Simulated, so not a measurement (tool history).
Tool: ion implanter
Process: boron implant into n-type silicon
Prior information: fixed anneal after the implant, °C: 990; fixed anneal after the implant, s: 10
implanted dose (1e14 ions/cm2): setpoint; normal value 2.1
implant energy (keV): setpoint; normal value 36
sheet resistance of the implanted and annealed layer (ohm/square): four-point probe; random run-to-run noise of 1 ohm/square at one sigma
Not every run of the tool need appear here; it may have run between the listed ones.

run     day  implanted dose (1e14 ions/cm2)  implant energy (keV)  read-back reference wafer on the same gauge, sheet resistance  sheet resistance of the implanted and annealed layer (ohm/square)
  1       0                             2.1                    31                                                         296.87                                                             385.93
  2   1.029                             2.1                    31                                                         297.24                                                             383.82
  3     2.4                             2.1                    36                                                         297.09                                                              375.5
  4   3.308                             2.1                    36                                                         296.83                                                             377.36
  5   3.917                             2.1                    36                                                          296.9                                                             378.79
  6   4.946                            1.62                    36                                                         296.84                                                             452.42
  7   5.946                             2.1                    36                                                         297.07                                                             377.25
  8    7.35                             2.1                  44.5                                                         296.91                                                             366.46
  9   8.762                             2.1                  44.5                                                         297.14                                                             365.67
 10   9.508                             2.1                  44.5                                                         296.78                                                             368.17
 11  10.888                            1.84                    36                                                         297.08                                                             414.56
 12  11.504                            1.84                    36                                                         296.87                                                             415.86
 13  12.275                            2.49                  29.5                                                          297.3                                                             344.57
     12.958  -- Faraday cup replaced and dose calibrated
 14  12.979                            2.49                  29.5                                                         296.84                                                              332.7
 15  13.642                            2.49                  29.5                                                         297.02                                                             332.92
 16  14.471                            2.25                    27                                                         297.09                                                             362.14
 17  15.671                             2.1                    36                                                         297.02                                                             368.57
 18  17.129                             2.1                  39.5                                                         297.07                                                             360.68
 19  17.779                            1.81                  42.5                                                         297.19                                                             397.65
     18.796  -- gauge calibrated
 20  19.117                             2.1                    36                                                         297.04                                                             365.76
 21  20.412                            1.54                    27                                                         297.12                                                             476.81
 22  21.612                             1.8                    36                                                         297.23                                                             409.98
         22  -- extraction supply calibrated
 23   22.95                            2.49                  29.5                                                         296.97                                                             334.14
 24  23.917                             2.1                  31.5                                                         297.03                                                              373.8

What will run 25 give?
 25  24.821                             2.1                  40.5                                                              ?                                                                  ?

{"run 25": {"read-back reference wafer on the same gauge, sheet resistance": 297.13, "sheet resistance of the implanted and annealed layer (ohm/square)": 362.21}}
The same run, on a tool lacking any hidden state, would have yielded sheet resistance of the implanted and annealed layer (ohm/square) 362.34.

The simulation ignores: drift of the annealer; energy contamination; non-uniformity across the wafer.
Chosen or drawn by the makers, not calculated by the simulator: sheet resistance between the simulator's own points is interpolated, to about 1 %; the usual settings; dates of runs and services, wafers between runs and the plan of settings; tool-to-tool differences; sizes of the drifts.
